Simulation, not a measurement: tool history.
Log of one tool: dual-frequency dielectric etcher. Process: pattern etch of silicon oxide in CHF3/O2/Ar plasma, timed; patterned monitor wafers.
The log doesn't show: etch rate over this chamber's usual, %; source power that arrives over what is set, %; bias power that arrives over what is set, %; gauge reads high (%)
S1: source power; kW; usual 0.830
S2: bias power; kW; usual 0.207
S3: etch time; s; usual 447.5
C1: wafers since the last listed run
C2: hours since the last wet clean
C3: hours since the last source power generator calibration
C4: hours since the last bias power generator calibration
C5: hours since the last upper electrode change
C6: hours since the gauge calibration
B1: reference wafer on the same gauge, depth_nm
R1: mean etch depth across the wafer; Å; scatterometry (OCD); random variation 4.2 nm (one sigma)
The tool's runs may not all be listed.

{"run": 1, "hour": 0.0, "S1": 0.83, "S2": 0.207, "S3": 447.5, "C1": 0, "C2": 345.9, "C3": 1069.2, "C4": 4927.5, "C5": 4477.6, "C6": 1094.4, "B1": 909.7, "R1": 9866}
{"run": 2, "hour": 84.0, "S1": 0.83, "S2": 0.207, "S3": 447.5, "C1": 375, "C2": 429.9, "C3": 1153.2, "C4": 5011.5, "C5": 4561.6, "C6": 1178.4, "B1": 909.6, "R1": 9889}
{"run": 3, "hour": 172.5, "S1": 0.83, "S2": 0.207, "S3": 447.5, "C1": 395, "C2": 518.4, "C3": 1241.7, "C4": 5100.0, "C5": 4650.1, "C6": 1266.9, "B1": 911.2, "R1": 9807}
{"hour": 186.8, "done": "bias power generator calibrated"}
{"run": 4, "hour": 230.7, "S1": 0.83, "S2": 0.207, "S3": 447.5, "C1": 242, "C2": 576.6, "C3": 1299.9, "C4": 43.9, "C5": 4708.3, "C6": 1325.1, "B1": 909.1, "R1": 9876}
{"hour": 279.2, "done": "wet clean of the chamber"}
{"run": 5, "hour": 279.7, "S1": 0.83, "S2": 0.207, "S3": 447.5, "C1": 111, "C2": 0.5, "C3": 1348.9, "C4": 92.9, "C5": 4757.3, "C6": 1374.1, "B1": 910.0, "R1": 9868}
{"hour": 325.2, "done": "upper electrode replaced"}
{"run": 6, "hour": 325.7, "S1": 0.83, "S2": 0.207, "S3": 447.5, "C1": 98, "C2": 46.5, "C3": 1394.9, "C4": 138.9, "C5": 0.5, "C6": 1420.1, "B1": 909.3, "R1": 9843}
{"run": 7, "hour": 387.2, "S1": 0.83, "S2": 0.207, "S3": 553.5, "C1": 274, "C2": 108.0, "C3": 1456.4, "C4": 200.4, "C5": 62.0, "C6": 1481.6, "B1": 908.6, "R1": 12114}
{"run": 8, "hour": 474.2, "S1": 0.83, "S2": 0.207, "S3": 347.0, "C1": 388, "C2": 195.0, "C3": 1543.4, "C4": 287.4, "C5": 149.0, "C6": 1568.6, "B1": 911.2, "R1": 7654}
{"hour": 512.8, "done": "gauge calibrated"}
{"run": 9, "hour": 513.3, "S1": 0.83, "S2": 0.207, "S3": 553.5, "C1": 174, "C2": 234.1, "C3": 1582.5, "C4": 326.5, "C5": 188.1, "C6": 0.5, "B1": 911.2, "R1": 12105}
{"run": 10, "hour": 590.7, "S1": 0.67, "S2": 0.173, "S3": 387.5, "C1": 345, "C2": 311.5, "C3": 1659.9, "C4": 403.9, "C5": 265.5, "C6": 77.9, "B1": 910.4, "R1": 7336}
{"run": 11, "hour": 682.2, "S1": 0.83, "S2": 0.207, "S3": 447.5, "C1": 408, "C2": 403.0, "C3": 1751.4, "C4": 495.4, "C5": 357.0, "C6": 169.4, "B1": 910.7, "R1": 9799}
{"run": 12, "hour": 759.0, "S1": 0.64, "S2": 0.189, "S3": 518.0, "C1": 342, "C2": 479.8, "C3": 1828.2, "C4": 572.2, "C5": 433.8, "C6": 246.2, "B1": 911.1, "R1": 9741}
{"run": 13, "hour": 831.1, "S1": 0.83, "S2": 0.207, "S3": 447.5, "C1": 321, "C2": 551.9, "C3": 1900.3, "C4": 644.3, "C5": 505.9, "C6": 318.3, "B1": 910.4, "R1": 9768}
{"run": 14, "hour": 885.5, "S1": 0.83, "S2": 0.173, "S3": 560.5, "C1": 242, "C2": 606.3, "C3": 1954.7, "C4": 698.7, "C5": 560.3, "C6": 372.7, "B1": 910.1, "R1": 11813}
{"hour": 950.7, "done": "wet clean of the chamber"}
{"run": 15, "hour": 985.2, "S1": 0.71, "S2": 0.243, "S3": 406.5, "C1": 338, "C2": 34.5, "C3": 2054.4, "C4": 798.4, "C5": 660.0, "C6": 472.4, "B1": 911.4, "R1": 8456}
{"run": 16, "hour": 1059.7, "S1": 1.04, "S2": 0.192, "S3": 386.0, "C1": 332, "C2": 109.0, "C3": 2128.9, "C4": 872.9, "C5": 734.5, "C6": 546.9, "B1": 909.3, "R1": 9263}
{"run": 17, "hour": 1122.7, "S1": 0.83, "S2": 0.207, "S3": 447.5, "C1": 281, "C2": 172.0, "C3": 2191.9, "C4": 935.9, "C5": 797.5, "C6": 609.9, "B1": 910.2, "R1": 9666}
{"run": 18, "hour": 1170.8, "S1": 0.95, "S2": 0.186, "S3": 339.0, "C1": 214, "C2": 220.1, "C3": 2240.0, "C4": 984.0, "C5": 845.6, "C6": 658.0, "B1": 909.9, "R1": 7682}
{"run": 19, "hour": 1233.0, "S1": 0.83, "S2": 0.251, "S3": 321.0, "C1": 277, "C2": 282.3, "C3": 2302.2, "C4": 1046.2, "C5": 907.8, "C6": 720.2, "B1": 909.6, "R1": 7246}
{"hour": 1308.9, "done": "source power generator calibrated"}
{"run": 20, "hour": 1423.6, "S1": 0.83, "S2": 0.161, "S3": 570.0, "C1": 833, "C2": 472.9, "C3": 114.7, "C4": 1236.8, "C5": 1098.4, "C6": 910.8, "B1": 910.2, "R1": 11981}
{"run": 21, "hour": 1513.1, "S1": 0.83, "S2": 0.207, "S3": 447.5, "C1": 399, "C2": 562.4, "C3": 204.2, "C4": 1326.3, "C5": 1187.9, "C6": 1000.3, "B1": 908.5, "R1": 9933}
{"hour": 1538.1, "done": "wet clean of the chamber"}
{"run": 22, "hour": 1614.6, "S1": 0.69, "S2": 0.167, "S3": 355.5, "C1": 346, "C2": 76.5, "C3": 305.7, "C4": 1427.8, "C5": 1289.4, "C6": 1101.8, "B1": 910.9, "R1": 6805}
{"run": 23, "hour": 1690.4, "S1": 0.99, "S2": 0.22, "S3": 447.5, "C1": 338, "C2": 152.3, "C3": 381.5, "C4": 1503.6, "C5": 1365.2, "C6": 1177.6, "B1": 910.9, "R1": 10965}
{"run": 24, "hour": 1771.0, "S1": 0.83, "S2": 0.207, "S3": 327.0, "C1": 359, "C2": 232.9, "C3": 462.1, "C4": 1584.2, "C5": 1445.8, "C6": 1258.2, "B1": 911.2, "R1": 7217}
{"run": 25, "hour": 1811.7, "S1": 0.83, "S2": 0.207, "S3": 354.5, "C1": 181, "C2": 273.6, "C3": 502.8, "C4": 1624.9, "C5": 1486.5, "C6": 1298.9, "B1": 909.8, "R1": 7811}
{"run": 26, "hour": 1873.3, "S1": 0.68, "S2": 0.207, "S3": 447.5, "C1": 275, "C2": 335.2, "C3": 564.4, "C4": 1686.5, "C5": 1548.1, "C6": 1360.5, "B1": 910.7, "R1": 8890}
{"run": 27, "hour": 1954.7, "S1": 0.91, "S2": 0.183, "S3": 559.0, "C1": 363, "C2": 416.6, "C3": 645.8, "C4": 1767.9, "C5": 1629.5, "C6": 1441.9, "B1": 909.8, "R1": 12649}
{"run": 28, "hour": 2005.6, "S1": 0.83, "S2": 0.207, "S3": 447.5, "C1": 227, "C2": 467.5, "C3": 696.7, "C4": 1818.8, "C5": 1680.4, "C6": 1492.8, "B1": 910.7, "R1": 9849}

5 ways to go on from here, each from the tool as it stands after run 28. What would each give?
{"run": "A", "hour": 2006.1, "S1": 0.83, "S2": 0.207, "S3": 333.5, "C1": 2, "C2": 468.0, "C3": 697.2, "C4": 1819.3, "C5": 1680.9, "C6": 1493.3, "B1": "?", "R1": "?"}
{"run": "B", "hour": 2006.1, "S1": 0.69, "S2": 0.207, "S3": 447.5, "C1": 2, "C2": 468.0, "C3": 697.2, "C4": 1819.3, "C5": 1680.9, "C6": 1493.3, "B1": "?", "R1": "?"}
{"run": "C", "hour": 2006.1, "S1": 0.67, "S2": 0.193, "S3": 559.5, "C1": 2, "C2": 468.0, "C3": 697.2, "C4": 1819.3, "C5": 1680.9, "C6": 1493.3, "B1": "?", "R1": "?"}
{"run": "D", "hour": 2006.1, "S1": 0.83, "S2": 0.207, "S3": 406.5, "C1": 2, "C2": 468.0, "C3": 697.2, "C4": 1819.3, "C5": 1680.9, "C6": 1493.3, "B1": "?", "R1": "?"}
{"run": "E", "hour": 2006.1, "S1": 0.65, "S2": 0.166, "S3": 563.5, "C1": 2, "C2": 468.0, "C3": 697.2, "C4": 1819.3, "C5": 1680.9, "C6": 1493.3, "B1": "?", "R1": "?"}

run=A B1=908.5 R1=7340
run=B B1=908.5 R1=8933
run=C B1=908.5 R1=10836
run=D B1=908.5 R1=8947
run=E B1=908.5 R1=10426
Without the tool's hidden state the same runs would have given:
run=A R1=7367
run=B R1=8966
run=C R1=10875
run=D R1=8980
run=E R1=10464
